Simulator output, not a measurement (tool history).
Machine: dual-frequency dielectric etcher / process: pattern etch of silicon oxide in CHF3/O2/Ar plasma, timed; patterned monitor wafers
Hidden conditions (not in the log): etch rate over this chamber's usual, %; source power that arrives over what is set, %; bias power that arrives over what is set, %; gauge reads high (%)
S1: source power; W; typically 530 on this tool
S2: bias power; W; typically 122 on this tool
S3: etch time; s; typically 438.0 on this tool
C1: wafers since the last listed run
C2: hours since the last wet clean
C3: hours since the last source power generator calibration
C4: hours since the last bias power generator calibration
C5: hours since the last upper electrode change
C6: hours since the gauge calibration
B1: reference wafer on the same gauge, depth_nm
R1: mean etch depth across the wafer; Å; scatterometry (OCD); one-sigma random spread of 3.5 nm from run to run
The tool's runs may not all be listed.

run,hour,S1,S2,S3,C1,C2,C3,C4,C5,C6,B1,R1
1,0.0,630,122,438.0,0,8.6,1248.0,1744.5,4606.6,748.6,699.4,8324
# hour 35.1: upper electrode replaced
2,35.6,630,122,438.0,59,44.2,1283.6,1780.1,0.5,784.2,700.0,8359
3,45.7,530,122,393.5,52,54.3,1293.7,1790.2,10.6,794.3,700.2,7074
4,73.5,530,122,438.0,143,82.1,1321.5,1818.0,38.4,822.1,699.4,7924
5,101.3,530,122,404.0,143,109.9,1349.3,1845.8,66.2,849.9,700.4,7306
6,131.4,530,122,438.0,155,140.0,1379.4,1875.9,96.3,880.0,700.0,7887
# hour 155.6: gauge calibrated
7,187.3,530,122,438.0,288,195.9,1435.3,1931.8,152.2,31.7,700.3,7841
8,218.5,530,122,438.0,161,227.1,1466.5,1963.0,183.4,62.9,700.4,7756
9,239.3,530,122,438.0,107,247.9,1487.3,1983.8,204.2,83.7,700.2,7827
10,254.2,530,122,438.0,76,262.8,1502.2,1998.7,219.1,98.6,700.5,7772
# hour 271.1: source power generator calibrated
11,273.1,620,98,438.0,76,281.7,2.0,2017.6,238.0,117.5,699.8,7786
12,303.2,530,111,391.5,155,311.8,32.1,2047.7,268.1,147.6,699.8,6736
13,326.4,530,122,438.0,119,335.0,55.3,2070.9,291.3,170.8,699.7,7722
# hour 374.5: wet clean of the chamber
14,375.0,530,122,438.0,127,0.5,103.9,2119.5,339.9,219.4,699.1,7891
15,384.3,530,122,400.5,48,9.8,113.2,2128.8,349.2,228.7,699.9,7268
16,414.4,650,112,552.0,155,39.9,143.3,2158.9,379.3,258.8,700.6,10487
17,449.4,570,103,352.5,180,74.9,178.3,2193.9,414.3,293.8,700.1,6237
18,463.6,530,122,317.0,73,89.1,192.5,2208.1,428.5,308.0,700.1,5665
# hour 490.3: bias power generator calibrated
19,544.8,530,103,438.0,398,170.3,273.7,54.5,509.7,389.2,700.3,7595
20,573.0,480,132,488.5,145,198.5,301.9,82.7,537.9,417.4,699.2,8544
21,607.4,530,146,438.0,177,232.9,336.3,117.1,572.3,451.8,700.5,8098
22,625.1,610,122,504.0,91,250.6,354.0,134.8,590.0,469.5,699.8,9317
23,638.5,640,114,475.0,69,264.0,367.4,148.2,603.4,482.9,700.1,8772
24,655.7,590,122,359.0,88,281.2,384.6,165.4,620.6,500.1,701.2,6522
25,680.2,530,122,438.0,126,305.7,409.1,189.9,645.1,524.6,699.4,7783
26,697.1,530,122,438.0,87,322.6,426.0,206.8,662.0,541.5,699.6,7642
27,724.6,530,122,512.5,142,350.1,453.5,234.3,689.5,569.0,700.1,8976
# hour 751.6: wet clean of the chamber
28,759.0,530,122,438.0,53,7.4,487.9,268.7,723.9,603.4,700.6,7837
29,784.0,530,122,438.0,129,32.4,512.9,293.7,748.9,628.4,700.0,7890
30,797.3,530,122,393.0,68,45.7,526.2,307.0,762.2,641.7,699.7,7011
31,883.3,490,111,348.5,444,131.7,612.2,393.0,848.2,727.7,699.8,5925

Hidden state, per run?
source power that arrives over what is set, %: 0 on each run
bias power that arrives over what is set, %: 0 on each run
gauge reads high (%): 0 on each run
H1: etch rate over this chamber's usual, %
run,H1
1,0.233
2,-0.042
3,-0.12
4,-0.335
5,-0.549
6,-0.781
7,-1.21
8,-1.45
9,-1.61
10,-1.73
11,-1.88
12,-2.11
13,-2.29
14,0.088
15,0.0162
16,-0.216
17,-0.486
18,-0.596
19,-1.22
20,-1.44
21,-1.71
22,-1.84
23,-1.95
24,-2.08
25,-2.27
26,-2.4
27,-2.61
28,-0.482
29,-0.675
30,-0.778
31,-1.44

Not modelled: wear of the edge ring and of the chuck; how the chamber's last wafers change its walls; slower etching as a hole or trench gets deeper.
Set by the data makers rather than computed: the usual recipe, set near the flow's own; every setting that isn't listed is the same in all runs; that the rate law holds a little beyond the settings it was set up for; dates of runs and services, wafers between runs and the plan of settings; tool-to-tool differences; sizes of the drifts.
